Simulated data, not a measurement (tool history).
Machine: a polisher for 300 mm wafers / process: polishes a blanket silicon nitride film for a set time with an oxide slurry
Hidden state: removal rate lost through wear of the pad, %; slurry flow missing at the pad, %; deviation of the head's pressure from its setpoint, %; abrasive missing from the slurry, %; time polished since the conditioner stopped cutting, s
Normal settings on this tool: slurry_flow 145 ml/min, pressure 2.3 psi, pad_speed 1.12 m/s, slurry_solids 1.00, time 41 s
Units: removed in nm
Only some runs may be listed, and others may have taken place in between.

run    day  slurry_flow  pressure  pad_speed  slurry_solids  time  wafers since the last listed run  wafers polished on this pad  hours since the slurry nozzle was cleaned  hours since the head pressure was calibrated  hours since the slurry blender was calibrated  hours since the conditioning disc was replaced  incoming thickness of the incoming film, nm  removed
  1  0.000          185       2.3       1.12           1.00    41                                 0                          264                                      291.2                                        1329.4                                          167.9                                           140.0                                        254.3     18.6
  2  0.258          185       2.3       1.12           1.00    41                                49                          313                                      297.4                                        1335.6                                          174.1                                           146.2                                        248.4     18.4
     0.542  -- conditioning disc replaced and pad reconditioned
  3  0.600          145       2.3       0.80           1.00    41                                49                          363                                      305.6                                        1343.8                                          182.3                                             1.4                                        247.3     15.6
  4  1.017          145       2.3       0.80           1.00    41                                79                          443                                      315.6                                        1353.8                                          192.3                                            11.4                                        248.2     16.0
  5  1.554          145       2.3       0.80           1.00    41                               103                          546                                      328.5                                        1366.7                                          205.2                                            24.3                                        249.0     15.5
     1.992  -- head pressure recalibrated
  6  2.233          145       2.3       1.30           1.00    41                               114                          660                                      344.8                                           5.8                                          221.5                                            40.6                                        252.6     20.8
  7  2.629          145       2.3       1.30           1.00    41                                75                          736                                      354.3                                          15.3                                          231.0                                            50.1                                        250.1     19.8
  8  3.238          145       2.3       1.12           1.00    41                               116                          853                                      368.9                                          29.9                                          245.6                                            64.7                                        253.0     18.2
     3.688  -- worn pad replaced by a new one
  9  3.700          145       2.3       1.12           1.30    36                                56                            2                                      380.0                                          41.0                                          256.7                                            75.8                                        247.2     18.1
 10  4.442          145       2.3       1.12           1.00    41                               142                          144                                      397.8                                          58.8                                          274.5                                            93.6                                        255.6     18.4
 11  5.138          145       2.0       1.40           1.15    45                               133                          277                                      414.5                                          75.5                                          291.2                                           110.3                                        249.5     22.6
 12  5.525          185       1.7       0.74           0.80    41                                74                          352                                      423.8                                          84.8                                          300.5                                           119.6                                        251.6     11.1
 13  6.029          145       2.3       1.12           1.15    52                                96                          448                                      435.9                                          96.9                                          312.6                                           131.7                                        250.8     22.8
     6.396  -- slurry blender recalibrated
 14  6.650          120       1.7       1.40           1.00    54                               103                          551                                      450.8                                         111.8                                            6.1                                           146.6                                        248.7     21.5
 15  7.175          145       2.3       1.12           1.00    41                               100                          652                                      463.4                                         124.4                                           18.7                                           159.2                                        247.6     16.7
     7.288  -- conditioning disc replaced and pad reconditioned
 16  7.717          145       1.8       1.40           1.00    32                                87                          740                                      476.4                                         137.4                                           31.7                                            10.3                                        254.0     16.4

Run 17 has not been measured yet. What should we expect?
 17  8.212          145       3.0       1.24           1.00    41                                95                          835                                      488.3                                         149.3                                           43.6                                            22.2                                        253.1        ?

removed: 25.5 nm
Were there no unlogged condition in the tool, this run, its random variation unchanged, would have produced removed 28.4 nm.
